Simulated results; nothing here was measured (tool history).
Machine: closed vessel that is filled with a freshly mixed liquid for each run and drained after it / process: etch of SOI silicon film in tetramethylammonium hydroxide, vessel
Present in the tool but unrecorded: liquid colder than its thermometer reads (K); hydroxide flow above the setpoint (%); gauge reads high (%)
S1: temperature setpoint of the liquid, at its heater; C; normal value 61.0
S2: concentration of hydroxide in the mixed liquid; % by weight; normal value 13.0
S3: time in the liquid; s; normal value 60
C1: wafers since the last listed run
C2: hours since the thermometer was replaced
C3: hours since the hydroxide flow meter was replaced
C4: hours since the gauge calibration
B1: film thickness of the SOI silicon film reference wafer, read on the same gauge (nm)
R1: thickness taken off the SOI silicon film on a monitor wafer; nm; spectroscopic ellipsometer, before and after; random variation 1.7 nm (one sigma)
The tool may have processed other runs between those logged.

run   hour    S1    S2  S3    C1      C2      C3     C4      B1      R1
  1    0.0  61.0  13.0  60     0  1643.0  1577.4  246.1  120.01  202.41
  2   22.7  61.0  13.0  60  2272  1665.7  1600.1  268.8  119.99  201.65
  3   53.3  61.0  13.0  60  3062  1696.3  1630.7  299.4  119.99  202.70
  4   71.6  61.0  13.0  60  1831  1714.6  1649.0  317.7  120.02  203.30
  5   86.8  61.0  13.0  60  1521  1729.8  1664.2  332.9  120.02  200.75
  6   99.7  61.0  13.0  60  1291  1742.7  1677.1  345.8  120.00  200.90
  7  121.3  61.0  14.5  60  2161  1764.3  1698.7  367.4  120.03  190.26
  8  148.5  61.0  13.0  60  2722  1791.5  1725.9  394.6  120.02  199.20
  9  165.9  61.0  13.0  60  1741  1808.9  1743.3  412.0  120.00  199.71
 10  183.2  61.0  13.0  60  1731  1826.2  1760.6  429.3  119.99  199.43
 11  206.8  65.0  13.0  60  2362  1849.8  1784.2  452.9  119.99  253.92
 12  223.1  65.0  13.0  60  1631  1866.1  1800.5  469.2  119.99  253.59
 13  251.7  61.0  13.0  75  2862  1894.7  1829.1  497.8  120.00  247.64
 14  277.6  67.5  10.5  95  2592  1920.6  1855.0  523.7  120.00  508.33
 15  290.7  61.0  13.0  40  1311  1933.7  1868.1  536.8  119.98  132.44
 16  306.5  66.0  11.0  60  1581  1949.5  1883.9  552.6  120.00  288.52
 17  337.0  61.0  13.0  60  3052  1980.0  1914.4  583.1  119.97  199.98
 18  355.2  68.0  13.0  30  1821  1998.2  1932.6  601.3  120.00  150.73
 19  385.6  61.0  13.0  60  3042  2028.6  1963.0  631.7  120.01  197.84
 20  402.9  61.0  10.5  60  1731  2045.9  1980.3  649.0  120.00  213.50
     407.9  -- thermometer replaced
     418.2  -- gauge calibrated
 21  425.6  61.0  13.0  60  2171    17.7  2003.0    7.4  120.00  225.74
     444.3  -- hydroxide flow meter replaced
 22  447.0  67.5  10.5  95  2041    39.1     2.7   28.8  120.00  583.25
 23  477.1  56.5  17.0  60  3012    69.2    32.8   58.9  119.99  152.00
 24  500.6  58.5  13.0  60  2352    92.7    56.3   82.4  120.00  191.82
 25  526.8  67.0  13.0  60  2622   118.9    82.5  108.6  119.99  328.21
 26  543.0  63.5  13.0  90  1621   135.1    98.7  124.8  120.03  399.70
 27  563.5  61.0  13.0  60  2051   155.6   119.2  145.3  119.99  227.63

Each run again, without the hidden state but with its own random variation kept:
run      R1
  1  230.23
  2  229.66
  3  231.29
  4  232.27
  5  229.64
  6  229.96
  7  218.20
  8  228.88
  9  229.62
 10  229.58
 11  291.71
 12  291.52
 13  286.34
 14  585.28
 15  153.63
 16  333.22
 17  232.71
 18  174.32
 19  230.95
 20  249.54
 21  227.14
 22  587.79
 23  153.57
 24  194.02
 25  332.35
 26  405.35
 27  231.18
